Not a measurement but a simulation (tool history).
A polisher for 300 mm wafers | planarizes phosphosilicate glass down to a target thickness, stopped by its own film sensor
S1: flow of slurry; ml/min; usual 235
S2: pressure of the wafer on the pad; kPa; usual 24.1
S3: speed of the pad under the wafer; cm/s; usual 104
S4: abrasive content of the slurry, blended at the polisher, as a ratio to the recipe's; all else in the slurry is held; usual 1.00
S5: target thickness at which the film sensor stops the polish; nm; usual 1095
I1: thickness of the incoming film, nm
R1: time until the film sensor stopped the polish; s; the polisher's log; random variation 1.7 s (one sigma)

| run | hour | S1 | S2 | S3 | S4 | S5 | I1 | R1 |
|---|---|---|---|---|---|---|---|---|
| 1 | 0.0 | 235 | 24.1 | 104 | 1.00 | 1095 | 2129.4 | 131.0 |
| 2 | 57.9 | 235 | 24.1 | 104 | 1.00 | 1095 | 2088.9 | 129.7 |
|  | 62.6 | conditioning disc replaced and pad reconditioned |
| 3 | 145.7 | 235 | 24.1 | 104 | 1.00 | 1095 | 2123.0 | 132.4 |
|  | 190.4 | slurry blender recalibrated |
|  | 230.6 | head pressure recalibrated |
|  | 236.2 | slurry nozzle cleaned |
| 4 | 241.8 | 235 | 24.1 | 112 | 1.00 | 1095 | 2070.2 | 111.2 |
| 5 | 296.8 | 235 | 24.1 | 112 | 1.00 | 1095 | 2106.4 | 116.3 |
|  | 351.4 | worn pad replaced by a new one |
| 6 | 351.9 | 235 | 24.1 | 104 | 1.00 | 1095 | 2126.8 | 128.5 |
| 7 | 400.7 | 235 | 24.1 | 84 | 1.00 | 1343 | 2120.8 | 116.7 |
|  | 542.8 | conditioning disc replaced and pad reconditioned |
|  | 620.6 | slurry nozzle cleaned |
|  | 626.4 | slurry blender recalibrated |
| 8 | 651.8 | 235 | 24.1 | 84 | 1.00 | 1343 | 2136.3 | 115.5 |
| 9 | 750.2 | 235 | 24.1 | 104 | 1.00 | 1095 | 2111.9 | 127.9 |
|  | 796.8 | worn pad replaced by a new one |
| 10 | 824.6 | 190 | 24.1 | 104 | 1.00 | 1095 | 2085.3 | 131.4 |
| 11 | 866.1 | 190 | 24.1 | 104 | 1.00 | 1095 | 2129.1 | 139.4 |
| 12 | 915.1 | 235 | 24.1 | 130 | 1.00 | 1095 | 2101.6 | 109.4 |
|  | 975.7 | conditioning disc replaced and pad reconditioned |
| 13 | 989.1 | 235 | 24.1 | 104 | 1.00 | 850 | 2132.6 | 168.1 |
|  | 1023.1 | slurry nozzle cleaned |
| 14 | 1083.3 | 235 | 24.1 | 84 | 1.00 | 1343 | 2113.1 | 115.5 |
|  | 1132.8 | slurry blender recalibrated |
| 15 | 1147.7 | 235 | 24.1 | 104 | 1.00 | 1186 | 2086.7 | 113.7 |
| 16 | 1187.0 | 305 | 21.4 | 104 | 1.30 | 1254 | 2118.3 | 105.3 |
| 17 | 1241.1 | 235 | 18.6 | 104 | 1.20 | 807 | 2139.7 | 199.1 |
|  | 1257.2 | head pressure recalibrated |
|  | 1263.8 | worn pad replaced by a new one |
| 18 | 1312.7 | 235 | 24.1 | 80 | 1.00 | 783 | 2061.3 | 203.6 |
|  | 1391.6 | slurry nozzle cleaned |
| 19 | 1401.4 | 235 | 24.1 | 104 | 1.00 | 1095 | 2102.7 | 127.9 |
|  | 1440.5 | conditioning disc replaced and pad reconditioned |
| 20 | 1482.7 | 235 | 24.1 | 104 | 1.00 | 1095 | 2072.0 | 123.4 |
|  | 1561.3 | slurry blender recalibrated |
| 21 | 1580.3 | 165 | 24.1 | 104 | 0.85 | 1095 | 2113.9 | 150.4 |
| 22 | 1632.1 | 200 | 16.5 | 94 | 1.00 | 1095 | 2126.1 | 208.4 |
|  | 1683.4 | worn pad replaced by a new one |
| 23 | 1717.7 | 235 | 24.1 | 104 | 1.00 | 1095 | 2134.7 | 137.0 |
| 24 | 1781.0 | 235 | 18.6 | 140 | 1.00 | 1095 | 2069.1 | 128.5 |
|  | 1805.4 | conditioning disc replaced and pad reconditioned |
|  | 1841.8 | slurry nozzle cleaned |
| 25 | 1872.0 | 195 | 24.1 | 118 | 1.00 | 1095 | 2104.0 | 115.3 |
| 26 | 1959.8 | 235 | 24.1 | 104 | 1.00 | 1095 | 2103.6 | 128.1 |

Measured less the same run without the tool's hidden state. The same run-to-run variation is in both; the gauge's scatter may not be:
The hidden state here: removal rate lost through wear of the pad, %; slurry flow missing at the pad, %; deviation of the head's pressure from its setpoint, %; abrasive missing from the slurry, %; time polished since the conditioner stopped cutting, s.
| run | R1 |
|---|---|
| 1 | +6.0 |
| 2 | +6.9 |
| 3 | +8.0 |
| 4 | +0.2 |
| 5 | +2.0 |
| 6 | +3.8 |
| 7 | +4.5 |
| 8 | +1.8 |
| 9 | +5.3 |
| 10 | +8.6 |
| 11 | +10.1 |
| 12 | +7.3 |
| 13 | +12.1 |
| 14 | +2.2 |
| 15 | +3.9 |
| 16 | +3.5 |
| 17 | +9.7 |
| 18 | +11.5 |
| 19 | +0.9 |
| 20 | +3.7 |
| 21 | +9.9 |
| 22 | +13.4 |
| 23 | +8.8 |
| 24 | +8.7 |
| 25 | +1.2 |
| 26 | +3.9 |
